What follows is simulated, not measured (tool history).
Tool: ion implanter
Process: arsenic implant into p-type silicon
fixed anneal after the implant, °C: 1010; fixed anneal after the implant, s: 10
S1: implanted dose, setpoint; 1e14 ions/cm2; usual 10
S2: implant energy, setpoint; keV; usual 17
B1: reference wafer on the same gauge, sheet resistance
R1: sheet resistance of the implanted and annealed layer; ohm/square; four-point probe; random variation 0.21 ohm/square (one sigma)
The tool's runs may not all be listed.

run   hour     S1    S2      B1      R1
  1      0     10    17  131.04  140.13
  2    9.1     10    17  131.09  140.47
  3   24.2     10    17  130.99  140.17
  4   30.9     10    17  130.95  140.28
  5   45.4     10    19  130.94  136.26
  6   58.6     10    19  131.06  135.58
  7   65.7     10    19  131.03  136.42
  8   73.7     10    17  131.01  140.06
  9   80.7     10    17  131.07  140.32
 10   96.1     10    17  130.97  140.57
 11  124.8     10    17  130.95  140.17
 12  137.9     10    17  131.01  140.78
 13  151.7  11.04  19.5  130.91  128.93
 14  160.9  11.04  19.5  130.96  128.96
 15  174.2   11.2    17  130.99  133.97
 16  180.4     10    17   131.1  140.78
 17    196  11.53    22  131.02  122.27
 18  202.3     10    17  130.92  140.76
 19  216.9     10    11  130.96  155.84
 20  230.3  12.01  11.5  131.02  144.95
 21  246.9     10    17  130.97  140.91
 22  255.1   9.06    17  130.91   147.9
 23  266.7     10    17  131.05  141.04
     276.3  -- Faraday cup replaced and dose calibrated
 24  281.8   8.69  15.5  130.89  150.39
 25  335.7   9.13    12     131  155.96
 26  352.1     10    17  130.98  138.11
 27  366.5   8.92    17  131.07  145.58
     376.3  -- extraction supply calibrated
 28  383.9  12.98    17  131.03   125.4
     386.7  -- gauge calibrated
 29  393.1     10    17     131  138.07
 30  405.6   9.06    17  131.06  145.03
 31  420.2   8.82  21.5  131.05  137.89
 32  438.1     10    17  130.99  138.04
 33    446     10    17  130.97  138.48
 34  459.6   9.09    17  131.08  144.41
 35  469.9  11.04  19.5  130.97  126.96
 36  482.7    7.3  20.5  130.97  156.32
 37  499.9  12.35  12.5  130.97  139.44

The tool's hidden state at each run:
deviation of the true energy from its setpoint, %: 0 in every run
gauge reads high (%): 0 in every run
H1: deviation of the true dose from the Faraday cup's reading, %
run      H1
  1   -3.73
  2   -3.77
  3   -3.84
  4   -3.87
  5   -3.93
  6   -3.99
  7   -4.02
  8   -4.05
  9   -4.08
 10   -4.15
 11   -4.27
 12   -4.33
 13   -4.39
 14   -4.43
 15   -4.48
 16   -4.51
 17   -4.58
 18    -4.6
 19   -4.67
 20   -4.72
 21   -4.79
 22   -4.83
 23   -4.88
 24  -0.116
 25  -0.348
 26  -0.418
 27   -0.48
 28  -0.555
 29  -0.594
 30  -0.648
 31   -0.71
 32  -0.787
 33  -0.821
 34   -0.88
 35  -0.924
 36  -0.979
 37   -1.05
